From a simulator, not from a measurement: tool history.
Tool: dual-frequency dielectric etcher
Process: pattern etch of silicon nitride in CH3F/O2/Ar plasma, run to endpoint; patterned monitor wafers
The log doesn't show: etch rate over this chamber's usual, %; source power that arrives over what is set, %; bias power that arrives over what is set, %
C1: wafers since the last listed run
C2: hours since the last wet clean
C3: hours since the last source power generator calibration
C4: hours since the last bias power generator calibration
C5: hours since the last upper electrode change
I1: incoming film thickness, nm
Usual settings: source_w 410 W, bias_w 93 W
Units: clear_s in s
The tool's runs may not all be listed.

{"run": 1, "day": 0.0, "source_w": 360, "bias_w": 85, "C1": 0, "C2": 150.4, "C3": 2927.9, "C4": 1554.2, "C5": 2174.1, "I1": 27.09, "clear_s": 40.4}
{"run": 2, "day": 2.238, "source_w": 410, "bias_w": 93, "C1": 799, "C2": 204.1, "C3": 2981.6, "C4": 1607.9, "C5": 2227.8, "I1": 27.1, "clear_s": 36.8}
{"run": 3, "day": 3.271, "source_w": 410, "bias_w": 93, "C1": 369, "C2": 228.9, "C3": 3006.4, "C4": 1632.7, "C5": 2252.6, "I1": 26.85, "clear_s": 36.5}
{"run": 4, "day": 5.404, "source_w": 470, "bias_w": 93, "C1": 762, "C2": 280.1, "C3": 3057.6, "C4": 1683.9, "C5": 2303.8, "I1": 27.16, "clear_s": 34.4}
{"run": 5, "day": 7.771, "source_w": 470, "bias_w": 93, "C1": 845, "C2": 336.9, "C3": 3114.4, "C4": 1740.7, "C5": 2360.6, "I1": 26.69, "clear_s": 33.6}
{"run": 6, "day": 8.8, "source_w": 410, "bias_w": 93, "C1": 367, "C2": 361.6, "C3": 3139.1, "C4": 1765.4, "C5": 2385.3, "I1": 26.78, "clear_s": 35.9}
{"run": 7, "day": 9.838, "source_w": 410, "bias_w": 93, "C1": 370, "C2": 386.5, "C3": 3164, "C4": 1790.3, "C5": 2410.2, "I1": 27.13, "clear_s": 36.5}
{"day": 11.475, "done": "source power generator calibrated"}
{"run": 8, "day": 11.562, "source_w": 320, "bias_w": 110, "C1": 556, "C2": 427.9, "C3": 2.1, "C4": 1831.7, "C5": 2451.6, "I1": 26.92, "clear_s": 38.2}

Run 9 comes next. What will it give?
{"run": 9, "day": 13.592, "source_w": 410, "bias_w": 93, "C1": 725, "C2": 476.6, "C3": 50.8, "C4": 1880.4, "C5": 2500.3, "I1": 27.18, "clear_s": "?"}

Run 9 gave clear_s 36.2 s.
Without the tool's hidden state the same run would have given clear_s 37.8 s.
